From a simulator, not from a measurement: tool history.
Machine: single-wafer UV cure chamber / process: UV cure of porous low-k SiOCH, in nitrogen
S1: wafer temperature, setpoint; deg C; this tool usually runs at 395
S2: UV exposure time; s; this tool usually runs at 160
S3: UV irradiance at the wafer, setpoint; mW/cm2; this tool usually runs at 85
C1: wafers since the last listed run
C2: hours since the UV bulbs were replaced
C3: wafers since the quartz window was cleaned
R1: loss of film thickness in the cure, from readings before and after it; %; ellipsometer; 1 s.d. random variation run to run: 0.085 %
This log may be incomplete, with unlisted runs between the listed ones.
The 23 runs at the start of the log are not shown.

run	day	S1	S2	S3	C1	C2	C3	R1
24	25.312	384	245	107	191	321.9	1795	12.031
25	26.288	395	135	85	164	345.3	1959	8.499
26	27.408	395	160	85	188	372.2	2148	9.129
27	28.192	395	160	85	131	391.0	2280	9.065
28	29.300	395	160	67	186	417.6	2467	7.893
29	30.504	409	70	105	202	446.5	2670	6.639
30	31.038	402	240	108	89	459.3	2760	11.987
# day 33.642: quartz window cleaned
31	35.400	407	65	55	678	564.0	296	4.434

Consider 5 possible next runs. They are alternatives, not a sequence: every one starts from the tool as it was left by run 31. What does each give?
A	35.421	395	240	85	3	564.5	300	?
B	35.421	388	75	58	3	564.5	300	?
C	35.421	395	245	114	3	564.5	300	?
D	35.421	405	85	71	3	564.5	300	?
E	35.421	375	240	120	3	564.5	300	?

run	R1
A	11.353
B	4.807
C	12.844
D	6.254
E	12.605
Take away the tool's hidden state, keep each run's random variation, and the runs would have read:
run	R1
A	11.359
B	4.811
C	12.851
D	6.259
E	12.612

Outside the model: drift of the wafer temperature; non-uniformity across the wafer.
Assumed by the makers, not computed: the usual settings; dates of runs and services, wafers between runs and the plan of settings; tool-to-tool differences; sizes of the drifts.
